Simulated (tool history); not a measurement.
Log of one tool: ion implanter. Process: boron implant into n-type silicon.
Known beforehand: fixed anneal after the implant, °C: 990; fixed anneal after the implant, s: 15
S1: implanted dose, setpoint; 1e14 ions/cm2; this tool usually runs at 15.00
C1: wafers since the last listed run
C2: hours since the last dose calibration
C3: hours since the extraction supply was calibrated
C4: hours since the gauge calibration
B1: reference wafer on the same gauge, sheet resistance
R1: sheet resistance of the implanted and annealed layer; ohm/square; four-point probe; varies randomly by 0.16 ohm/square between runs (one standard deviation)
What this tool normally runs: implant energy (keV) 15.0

run 1 hour=0.0 | S1=15.00 implant_energy_(keV)=15.0 | C1=0 C2=2101.7 C3=1433.0 C4=430.7 | B1=117.01 | R1=108.46
run 2 hour=15.1 | S1=15.00 implant_energy_(keV)=15.0 | C1=169 C2=2116.8 C3=1448.1 C4=445.8 | B1=116.96 | R1=108.56
run 3 hour=43.5 | S1=15.00 implant_energy_(keV)=15.0 | C1=317 C2=2145.2 C3=1476.5 C4=474.2 | B1=116.98 | R1=108.43
run 4 hour=78.0 | S1=15.00 implant_energy_(keV)=15.0 | C1=386 C2=2179.7 C3=1511.0 C4=508.7 | B1=116.95 | R1=108.96
run 5 hour=111.5 | S1=15.00 implant_energy_(keV)=15.0 | C1=374 C2=2213.2 C3=1544.5 C4=542.2 | B1=116.97 | R1=108.83
run 6 hour=131.8 | S1=17.66 implant_energy_(keV)=13.5 | C1=227 C2=2233.5 C3=1564.8 C4=562.5 | B1=116.98 | R1=104.69
run 7 hour=161.2 | S1=17.66 implant_energy_(keV)=13.5 | C1=329 C2=2262.9 C3=1594.2 C4=591.9 | B1=117.00 | R1=104.73
run 8 hour=186.1 | S1=17.66 implant_energy_(keV)=13.5 | C1=278 C2=2287.8 C3=1619.1 C4=616.8 | B1=117.03 | R1=104.97
run 9 hour=206.3 | S1=15.00 implant_energy_(keV)=12.5 | C1=226 C2=2308.0 C3=1639.3 C4=637.0 | B1=116.91 | R1=115.19
run 10 hour=239.4 | S1=15.00 implant_energy_(keV)=12.5 | C1=370 C2=2341.1 C3=1672.4 C4=670.1 | B1=117.01 | R1=114.99
run 11 hour=271.3 | S1=15.00 implant_energy_(keV)=12.5 | C1=357 C2=2373.0 C3=1704.3 C4=702.0 | B1=117.03 | R1=115.24
run 12 hour=293.9 | S1=18.02 implant_energy_(keV)=19.0 | C1=252 C2=2395.6 C3=1726.9 C4=724.6 | B1=117.03 | R1=93.32
run 13 hour=319.0 | S1=15.00 implant_energy_(keV)=15.0 | C1=280 C2=2420.7 C3=1752.0 C4=749.7 | B1=117.00 | R1=109.14
run 14 hour=350.4 | S1=13.74 implant_energy_(keV)=12.0 | C1=351 C2=2452.1 C3=1783.4 C4=781.1 | B1=117.00 | R1=121.57
run 15 hour=376.7 | S1=15.00 implant_energy_(keV)=15.0 | C1=294 C2=2478.4 C3=1809.7 C4=807.4 | B1=117.02 | R1=109.29
run 16 hour=401.2 | S1=15.00 implant_energy_(keV)=15.0 | C1=274 C2=2502.9 C3=1834.2 C4=831.9 | B1=117.03 | R1=109.37
run 17 hour=417.7 | S1=16.41 implant_energy_(keV)=15.0 | C1=184 C2=2519.4 C3=1850.7 C4=848.4 | B1=117.05 | R1=104.57
-- hour=425.8 gauge calibrated
run 18 hour=450.0 | S1=12.38 implant_energy_(keV)=17.5 | C1=361 C2=2551.7 C3=1883.0 C4=24.2 | B1=117.01 | R1=118.71
-- hour=469.2 Faraday cup replaced and dose calibrated
-- hour=476.0 extraction supply calibrated
run 19 hour=476.5 | S1=16.37 implant_energy_(keV)=17.5 | C1=131 C2=7.3 C3=0.5 C4=50.7 | B1=117.02 | R1=97.98
run 20 hour=527.3 | S1=18.23 implant_energy_(keV)=11.0 | C1=568 C2=58.1 C3=51.3 C4=101.5 | B1=117.06 | R1=111.68
run 21 hour=597.3 | S1=15.00 implant_energy_(keV)=15.0 | C1=783 C2=128.1 C3=121.3 C4=171.5 | B1=116.94 | R1=107.05
run 22 hour=627.0 | S1=15.00 implant_energy_(keV)=15.0 | C1=332 C2=157.8 C3=151.0 C4=201.2 | B1=117.00 | R1=107.40
run 23 hour=660.4 | S1=15.00 implant_energy_(keV)=12.0 | C1=373 C2=191.2 C3=184.4 C4=234.6 | B1=116.97 | R1=115.11
run 24 hour=688.6 | S1=13.13 implant_energy_(keV)=11.5 | C1=315 C2=219.4 C3=212.6 C4=262.8 | B1=116.96 | R1=123.54
run 25 hour=712.4 | S1=15.00 implant_energy_(keV)=13.0 | C1=266 C2=243.2 C3=236.4 C4=286.6 | B1=117.00 | R1=111.94

Each run again, without the hidden state but with its own random variation kept:
Unlogged tool condition in this case: deviation of the true dose from the Faraday cup's reading, %; deviation of the true energy from its setpoint, %; gauge reads high (%).
run=1 R1=107.09
run=2 R1=107.16
run=3 R1=106.98
run=4 R1=107.43
run=5 R1=107.24
run=6 R1=103.51
run=7 R1=103.51
run=8 R1=103.71
run=9 R1=113.59
run=10 R1=113.32
run=11 R1=113.51
run=12 R1=91.64
run=13 R1=107.11
run=14 R1=119.43
run=15 R1=107.12
run=16 R1=107.15
run=17 R1=102.60
run=18 R1=115.41
run=19 R1=98.12
run=20 R1=111.76
run=21 R1=107.19
run=22 R1=107.54
run=23 R1=115.23
run=24 R1=123.67
run=25 R1=112.05

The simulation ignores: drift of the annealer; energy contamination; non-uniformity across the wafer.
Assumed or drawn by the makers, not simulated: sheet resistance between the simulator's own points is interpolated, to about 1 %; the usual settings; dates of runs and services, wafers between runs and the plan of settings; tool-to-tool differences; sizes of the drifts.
